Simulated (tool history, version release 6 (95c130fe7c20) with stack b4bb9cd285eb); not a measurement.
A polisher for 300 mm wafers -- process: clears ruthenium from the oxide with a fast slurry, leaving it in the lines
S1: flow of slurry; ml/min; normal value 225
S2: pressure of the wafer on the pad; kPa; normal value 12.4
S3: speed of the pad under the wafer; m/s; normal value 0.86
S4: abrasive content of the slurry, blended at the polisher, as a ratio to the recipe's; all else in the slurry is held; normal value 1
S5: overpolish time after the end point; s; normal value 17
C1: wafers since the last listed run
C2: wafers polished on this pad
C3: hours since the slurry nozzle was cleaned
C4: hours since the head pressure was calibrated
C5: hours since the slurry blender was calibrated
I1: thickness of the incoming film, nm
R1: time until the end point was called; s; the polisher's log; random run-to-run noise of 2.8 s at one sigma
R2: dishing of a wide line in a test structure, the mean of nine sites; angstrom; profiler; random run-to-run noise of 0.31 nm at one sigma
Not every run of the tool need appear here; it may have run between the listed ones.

| run | hour | S1 | S2 | S3 | S4 | S5 | C1 | C2 | C3 | C4 | C5 | I1 | R1 | R2 |
|---|---|---|---|---|---|---|---|---|---|---|---|---|---|---|
| 1 | 0 | 225 | 12.4 | 0.86 | 1 | 17 | 0 | 780 | 338.6 | 346.2 | 302.4 | 291.7 | 179.5 | 238 |
|  | 34.6 | slurry blender recalibrated |
| 2 | 79 | 225 | 12.4 | 0.86 | 1 | 17 | 408 | 1188 | 417.6 | 425.2 | 44.4 | 288.7 | 148.8 | 274 |
|  | 133.8 | slurry nozzle cleaned |
| 3 | 140 | 225 | 12.4 | 0.86 | 1 | 17 | 318 | 1506 | 6.2 | 486.2 | 105.4 | 292.4 | 151.6 | 269 |
|  | 195.4 | worn pad replaced by a new one |
| 4 | 211.1 | 225 | 12.4 | 0.86 | 1 | 17 | 355 | 83 | 77.3 | 557.3 | 176.5 | 292.4 | 157.3 | 257 |
| 5 | 312 | 225 | 12.4 | 0.86 | 1 | 17 | 534 | 618 | 178.2 | 658.2 | 277.4 | 289.5 | 158.5 | 245 |
| 6 | 404.9 | 225 | 12.4 | 0.86 | 1 | 17 | 492 | 1110 | 271.1 | 751.1 | 370.3 | 289.5 | 177 | 225 |
|  | 435 | slurry blender recalibrated |
| 7 | 487.9 | 225 | 12.4 | 0.86 | 1 | 17 | 429 | 1540 | 354.1 | 834.1 | 52.9 | 288.4 | 149.1 | 271 |
|  | 506.2 | worn pad replaced by a new one |
| 8 | 534.9 | 225 | 12.4 | 0.86 | 1 | 17 | 227 | 152 | 401.1 | 881.1 | 99.9 | 290.2 | 149.7 | 264 |
| 9 | 623.9 | 225 | 12.4 | 0.86 | 1 | 17 | 471 | 624 | 490.1 | 970.1 | 188.9 | 289 | 153.2 | 254 |
| 10 | 680.7 | 225 | 12.4 | 0.86 | 1 | 17 | 301 | 925 | 546.9 | 1026.9 | 245.7 | 288.4 | 155.3 | 250 |
|  | 709.9 | slurry nozzle cleaned |
| 11 | 783.7 | 225 | 12.4 | 0.86 | 1 | 17 | 540 | 1466 | 73.8 | 1129.9 | 348.7 | 287.3 | 174.5 | 232 |
|  | 799.4 | slurry blender recalibrated |
|  | 834.4 | worn pad replaced by a new one |
| 12 | 865.7 | 225 | 12.4 | 0.86 | 1.2 | 9 | 402 | 166 | 155.8 | 1211.9 | 66.3 | 294.7 | 133.7 | 170 |
| 13 | 916.9 | 225 | 14.5 | 0.86 | 1 | 17 | 271 | 437 | 207 | 1263.1 | 117.5 | 289.6 | 129.3 | 298 |
|  | 938.4 | head pressure recalibrated |
| 14 | 996.4 | 145 | 10.3 | 0.86 | 1 | 17 | 410 | 848 | 286.5 | 58 | 197 | 290.2 | 205.5 | 204 |
| 15 | 1058.8 | 225 | 12.4 | 1.04 | 1.15 | 17 | 330 | 1179 | 348.9 | 120.4 | 259.4 | 296.1 | 128.2 | 307 |
| 16 | 1145.3 | 225 | 10.3 | 0.86 | 1 | 17 | 458 | 1637 | 435.4 | 206.9 | 345.9 | 289.1 | 202.6 | 202 |
|  | 1163 | slurry blender recalibrated |
|  | 1199.7 | worn pad replaced by a new one |
| 17 | 1212.2 | 225 | 12.4 | 0.86 | 1 | 17 | 322 | 66 | 502.3 | 273.8 | 49.2 | 294.4 | 144 | 276 |
|  | 1224 | slurry nozzle cleaned |
| 18 | 1359.9 | 225 | 12.4 | 0.86 | 1 | 17 | 777 | 843 | 135.9 | 421.5 | 196.9 | 289.8 | 155.8 | 255 |
|  | 1512.7 | worn pad replaced by a new one |
|  | 1574.9 | slurry blender recalibrated |
| 19 | 1617.8 | 225 | 12.4 | 0.86 | 1.15 | 17 | 1335 | 546 | 393.8 | 679.4 | 42.9 | 293.3 | 134.7 | 287 |
|  | 1713.5 | slurry nozzle cleaned |
| 20 | 1718.5 | 225 | 12.4 | 0.86 | 1 | 17 | 528 | 1075 | 5 | 780.1 | 143.6 | 289.3 | 153.4 | 261 |
| 21 | 1773.4 | 225 | 12.4 | 0.86 | 1 | 17 | 291 | 1366 | 59.9 | 835 | 198.5 | 288.7 | 154.7 | 251 |
| 22 | 1823.8 | 225 | 12.4 | 0.96 | 1 | 17 | 267 | 1633 | 110.3 | 885.4 | 248.9 | 287.7 | 146.8 | 274 |

4 options for the next run, each taken on its own from the tool as it stands now. Forecast them:
| A | 1824.3 | 225 | 12.4 | 0.86 | 1 | 17 | 2 | 1636 | 110.8 | 885.9 | 249.4 | 289.1 | ? | ? |
| B | 1824.3 | 225 | 12.4 | 0.86 | 0.75 | 10 | 2 | 1636 | 110.8 | 885.9 | 249.4 | 289.1 | ? | ? |
| C | 1824.3 | 300 | 10.3 | 0.66 | 1 | 10 | 2 | 1636 | 110.8 | 885.9 | 249.4 | 289.1 | ? | ? |
| D | 1824.3 | 185 | 12.4 | 0.72 | 1.25 | 12 | 2 | 1636 | 110.8 | 885.9 | 249.4 | 289.1 | ? | ? |

| run | R1 | R2 |
|---|---|---|
| A | 164.2 | 248 |
| B | 199.4 | 129 |
| C | 249 | 105 |
| D | 177.7 | 170 |
Had the tool no hidden state, the same runs would have come out as:
| run | R1 | R2 |
|---|---|---|
| A | 143.1 | 278 |
| B | 169.7 | 150 |
| C | 217 | 120 |
| D | 157.6 | 189 |
